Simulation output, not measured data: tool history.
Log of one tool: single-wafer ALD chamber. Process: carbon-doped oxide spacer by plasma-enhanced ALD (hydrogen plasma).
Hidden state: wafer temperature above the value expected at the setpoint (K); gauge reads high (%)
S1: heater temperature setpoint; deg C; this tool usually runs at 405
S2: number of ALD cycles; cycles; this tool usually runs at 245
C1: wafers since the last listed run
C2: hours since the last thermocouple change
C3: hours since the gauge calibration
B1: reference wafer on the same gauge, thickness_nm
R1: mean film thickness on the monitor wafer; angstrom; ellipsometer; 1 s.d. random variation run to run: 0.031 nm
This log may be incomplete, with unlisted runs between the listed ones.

{"run": 1, "hour": 0.0, "S1": 405, "S2": 245, "C1": 0, "C2": 459.4, "C3": 220.4, "B1": 9.504, "R1": 116.31}
{"run": 2, "hour": 14.2, "S1": 405, "S2": 245, "C1": 14, "C2": 473.6, "C3": 234.6, "B1": 9.503, "R1": 116.8}
{"run": 3, "hour": 41.1, "S1": 415, "S2": 245, "C1": 27, "C2": 500.5, "C3": 261.5, "B1": 9.501, "R1": 113.75}
{"run": 4, "hour": 69.9, "S1": 399, "S2": 245, "C1": 29, "C2": 529.3, "C3": 290.3, "B1": 9.493, "R1": 118.05}
{"run": 5, "hour": 100.2, "S1": 399, "S2": 245, "C1": 31, "C2": 559.6, "C3": 320.6, "B1": 9.501, "R1": 118.18}
{"run": 6, "hour": 122.1, "S1": 399, "S2": 245, "C1": 22, "C2": 581.5, "C3": 342.5, "B1": 9.501, "R1": 118.2}
{"run": 7, "hour": 156.8, "S1": 393, "S2": 218, "C1": 36, "C2": 616.2, "C3": 377.2, "B1": 9.499, "R1": 105.16}
{"run": 8, "hour": 196.5, "S1": 393, "S2": 218, "C1": 41, "C2": 655.9, "C3": 416.9, "B1": 9.499, "R1": 105.94}
{"run": 9, "hour": 227.5, "S1": 405, "S2": 245, "C1": 32, "C2": 686.9, "C3": 447.9, "B1": 9.502, "R1": 116.34}
{"run": 10, "hour": 241.6, "S1": 405, "S2": 245, "C1": 14, "C2": 701, "C3": 462, "B1": 9.502, "R1": 116.29}
{"run": 11, "hour": 256.8, "S1": 405, "S2": 245, "C1": 15, "C2": 716.2, "C3": 477.2, "B1": 9.491, "R1": 115.99}
{"run": 12, "hour": 272.1, "S1": 398, "S2": 217, "C1": 15, "C2": 731.5, "C3": 492.5, "B1": 9.501, "R1": 104.73}
{"run": 13, "hour": 299.1, "S1": 398, "S2": 217, "C1": 28, "C2": 758.5, "C3": 519.5, "B1": 9.502, "R1": 104.45}
{"run": 14, "hour": 322.8, "S1": 398, "S2": 217, "C1": 24, "C2": 782.2, "C3": 543.2, "B1": 9.501, "R1": 105.04}
{"run": 15, "hour": 336.8, "S1": 405, "S2": 245, "C1": 14, "C2": 796.2, "C3": 557.2, "B1": 9.506, "R1": 115.69}
{"run": 16, "hour": 356.0, "S1": 405, "S2": 245, "C1": 19, "C2": 815.4, "C3": 576.4, "B1": 9.494, "R1": 115.62}
{"run": 17, "hour": 382.6, "S1": 405, "S2": 245, "C1": 27, "C2": 842, "C3": 603, "B1": 9.504, "R1": 115.66}
{"run": 18, "hour": 417.7, "S1": 409, "S2": 245, "C1": 36, "C2": 877.1, "C3": 638.1, "B1": 9.505, "R1": 114.79}
{"run": 19, "hour": 441.4, "S1": 414, "S2": 208, "C1": 24, "C2": 900.8, "C3": 661.8, "B1": 9.504, "R1": 95.53}
{"run": 20, "hour": 472.8, "S1": 405, "S2": 245, "C1": 32, "C2": 932.2, "C3": 693.2, "B1": 9.506, "R1": 115.48}
{"run": 21, "hour": 498.9, "S1": 405, "S2": 245, "C1": 27, "C2": 958.3, "C3": 719.3, "B1": 9.493, "R1": 115.81}
{"run": 22, "hour": 512.0, "S1": 396, "S2": 245, "C1": 13, "C2": 971.4, "C3": 732.4, "B1": 9.502, "R1": 117.64}
{"run": 23, "hour": 539.5, "S1": 418, "S2": 261, "C1": 28, "C2": 998.9, "C3": 759.9, "B1": 9.5, "R1": 118.91}
{"hour": 548.0, "done": "gauge calibrated"}
{"run": 24, "hour": 575.1, "S1": 412, "S2": 222, "C1": 36, "C2": 1034.5, "C3": 27.1, "B1": 9.499, "R1": 102.26}
{"run": 25, "hour": 611.7, "S1": 393, "S2": 276, "C1": 38, "C2": 1071.1, "C3": 63.7, "B1": 9.502, "R1": 134.09}
{"run": 26, "hour": 627.9, "S1": 412, "S2": 228, "C1": 16, "C2": 1087.3, "C3": 79.9, "B1": 9.499, "R1": 104.82}
{"run": 27, "hour": 655.4, "S1": 405, "S2": 245, "C1": 28, "C2": 1114.8, "C3": 107.4, "B1": 9.505, "R1": 115.15}
{"hour": 675.8, "done": "thermocouple changed; heater temperature recalibrated"}
{"run": 28, "hour": 676.3, "S1": 398, "S2": 245, "C1": 13, "C2": 0.5, "C3": 128.3, "B1": 9.505, "R1": 118.75}
{"run": 29, "hour": 692.8, "S1": 399, "S2": 232, "C1": 17, "C2": 17, "C3": 144.8, "B1": 9.5, "R1": 112.38}
{"run": 30, "hour": 706.7, "S1": 412, "S2": 275, "C1": 14, "C2": 30.9, "C3": 158.7, "B1": 9.498, "R1": 129.19}
{"run": 31, "hour": 741.0, "S1": 398, "S2": 217, "C1": 35, "C2": 65.2, "C3": 193, "B1": 9.505, "R1": 104.89}
{"run": 32, "hour": 753.7, "S1": 405, "S2": 245, "C1": 13, "C2": 77.9, "C3": 205.7, "B1": 9.502, "R1": 117.48}
{"run": 33, "hour": 789.3, "S1": 414, "S2": 229, "C1": 36, "C2": 113.5, "C3": 241.3, "B1": 9.501, "R1": 106.46}
{"run": 34, "hour": 812.6, "S1": 405, "S2": 245, "C1": 24, "C2": 136.8, "C3": 264.6, "B1": 9.499, "R1": 116.9}
{"run": 35, "hour": 916.8, "S1": 405, "S2": 261, "C1": 108, "C2": 241, "C3": 368.8, "B1": 9.497, "R1": 124.71}
{"run": 36, "hour": 936.0, "S1": 410, "S2": 271, "C1": 19, "C2": 260.2, "C3": 388, "B1": 9.499, "R1": 128.06}

List, for all runs, the conditions of the tool that the log does not record:
gauge reads high (%): 0 across all the runs
H1: wafer temperature above the value expected at the setpoint (K)
run=1 H1=1.11
run=2 H1=1.17
run=3 H1=1.29
run=4 H1=1.42
run=5 H1=1.57
run=6 H1=1.69
run=7 H1=1.88
run=8 H1=2.11
run=9 H1=2.3
run=10 H1=2.39
run=11 H1=2.48
run=12 H1=2.58
run=13 H1=2.77
run=14 H1=2.93
run=15 H1=3.04
run=16 H1=3.18
run=17 H1=3.38
run=18 H1=3.65
run=19 H1=3.84
run=20 H1=4.11
run=21 H1=4.33
run=22 H1=4.45
run=23 H1=4.69
run=24 H1=5.02
run=25 H1=5.38
run=26 H1=5.54
run=27 H1=5.81
run=28 H1=-0.865
run=29 H1=-0.864
run=30 H1=-0.861
run=31 H1=-0.846
run=32 H1=-0.837
run=33 H1=-0.806
run=34 H1=-0.78
run=35 H1=-0.6
run=36 H1=-0.556
